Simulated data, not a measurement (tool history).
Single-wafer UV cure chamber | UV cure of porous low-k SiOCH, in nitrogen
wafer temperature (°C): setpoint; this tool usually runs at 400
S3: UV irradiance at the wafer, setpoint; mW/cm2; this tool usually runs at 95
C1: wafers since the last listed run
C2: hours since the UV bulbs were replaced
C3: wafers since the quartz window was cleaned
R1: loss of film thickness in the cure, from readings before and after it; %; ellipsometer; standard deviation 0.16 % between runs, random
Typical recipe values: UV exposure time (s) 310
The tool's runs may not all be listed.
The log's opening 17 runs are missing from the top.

{"run": 18, "hour": 828.4, "wafer temperature (°C)": 407, "UV exposure time (s)": 310, "S3": 95, "C1": 439, "C2": 1848.2, "C3": 644, "R1": 15.082}
{"run": 19, "hour": 878.5, "wafer temperature (°C)": 394, "UV exposure time (s)": 310, "S3": 95, "C1": 310, "C2": 1898.3, "C3": 954, "R1": 14.237}
{"run": 20, "hour": 908.7, "wafer temperature (°C)": 400, "UV exposure time (s)": 310, "S3": 95, "C1": 187, "C2": 1928.5, "C3": 1142, "R1": 14.568}
{"run": 21, "hour": 973.3, "wafer temperature (°C)": 400, "UV exposure time (s)": 310, "S3": 95, "C1": 400, "C2": 1993.1, "C3": 1542, "R1": 14.508}
{"run": 22, "hour": 1016.8, "wafer temperature (°C)": 400, "UV exposure time (s)": 310, "S3": 95, "C1": 269, "C2": 2036.6, "C3": 1812, "R1": 14.552}
{"run": 23, "hour": 1044.0, "wafer temperature (°C)": 400, "UV exposure time (s)": 310, "S3": 95, "C1": 168, "C2": 2063.8, "C3": 1981, "R1": 14.362}
{"hour": 1098.9, "done": "quartz window cleaned"}
{"run": 24, "hour": 1111.6, "wafer temperature (°C)": 400, "UV exposure time (s)": 310, "S3": 95, "C1": 369, "C2": 2131.4, "C3": 78, "R1": 14.864}
{"run": 25, "hour": 1181.4, "wafer temperature (°C)": 387, "UV exposure time (s)": 310, "S3": 110, "C1": 432, "C2": 2201.2, "C3": 511, "R1": 15.115}
{"run": 26, "hour": 1242.2, "wafer temperature (°C)": 381, "UV exposure time (s)": 445, "S3": 95, "C1": 377, "C2": 2262, "C3": 888, "R1": 16.184}
{"run": 27, "hour": 1279.5, "wafer temperature (°C)": 407, "UV exposure time (s)": 195, "S3": 70, "C1": 231, "C2": 2299.3, "C3": 1120, "R1": 10.607}
{"hour": 1332.1, "done": "UV bulbs replaced"}
{"run": 28, "hour": 1346.2, "wafer temperature (°C)": 407, "UV exposure time (s)": 430, "S3": 95, "C1": 364, "C2": 14.1, "C3": 1484, "R1": 16.459}
{"run": 29, "hour": 1380.1, "wafer temperature (°C)": 400, "UV exposure time (s)": 180, "S3": 71, "C1": 210, "C2": 48, "C3": 1694, "R1": 10.158}
{"run": 30, "hour": 1434.0, "wafer temperature (°C)": 400, "UV exposure time (s)": 310, "S3": 95, "C1": 334, "C2": 101.9, "C3": 2028, "R1": 14.119}
{"hour": 1442.6, "done": "quartz window cleaned"}
{"run": 31, "hour": 1492.2, "wafer temperature (°C)": 400, "UV exposure time (s)": 310, "S3": 95, "C1": 311, "C2": 160.1, "C3": 307, "R1": 15.098}
{"run": 32, "hour": 1536.6, "wafer temperature (°C)": 400, "UV exposure time (s)": 225, "S3": 134, "C1": 275, "C2": 204.5, "C3": 582, "R1": 14.649}
{"run": 33, "hour": 1573.1, "wafer temperature (°C)": 407, "UV exposure time (s)": 310, "S3": 62, "C1": 226, "C2": 241, "C3": 809, "R1": 12.596}
{"run": 34, "hour": 1637.6, "wafer temperature (°C)": 400, "UV exposure time (s)": 390, "S3": 95, "C1": 400, "C2": 305.5, "C3": 1209, "R1": 15.47}
{"run": 35, "hour": 1671.7, "wafer temperature (°C)": 400, "UV exposure time (s)": 490, "S3": 95, "C1": 211, "C2": 339.6, "C3": 1420, "R1": 16.849}
{"run": 36, "hour": 1739.9, "wafer temperature (°C)": 385, "UV exposure time (s)": 210, "S3": 131, "C1": 423, "C2": 407.8, "C3": 1843, "R1": 13.745}
{"hour": 1757.6, "done": "quartz window cleaned"}
{"run": 37, "hour": 1774.3, "wafer temperature (°C)": 400, "UV exposure time (s)": 380, "S3": 82, "C1": 163, "C2": 442.2, "C3": 103, "R1": 15.529}
{"run": 38, "hour": 1840.3, "wafer temperature (°C)": 400, "UV exposure time (s)": 310, "S3": 95, "C1": 409, "C2": 508.2, "C3": 512, "R1": 14.751}

Below are 3 alternative next runs, each starting from the tool's condition after run 38. Predict each:
{"run": "A", "hour": 1840.7, "wafer temperature (°C)": 386, "UV exposure time (s)": 310, "S3": 95, "C1": 2, "C2": 508.6, "C3": 515, "R1": "?"}
{"run": "B", "hour": 1840.7, "wafer temperature (°C)": 391, "UV exposure time (s)": 310, "S3": 77, "C1": 2, "C2": 508.6, "C3": 515, "R1": "?"}
{"run": "C", "hour": 1840.7, "wafer temperature (°C)": 410, "UV exposure time (s)": 145, "S3": 133, "C1": 2, "C2": 508.6, "C3": 515, "R1": "?"}

run=A R1=14.496
run=B R1=13.522
run=C R1=12.813
The same runs, with their run-to-run variation unchanged, on a tool lacking any hidden condition would have given:
run=A R1=14.619
run=B R1=13.642
run=C R1=12.932

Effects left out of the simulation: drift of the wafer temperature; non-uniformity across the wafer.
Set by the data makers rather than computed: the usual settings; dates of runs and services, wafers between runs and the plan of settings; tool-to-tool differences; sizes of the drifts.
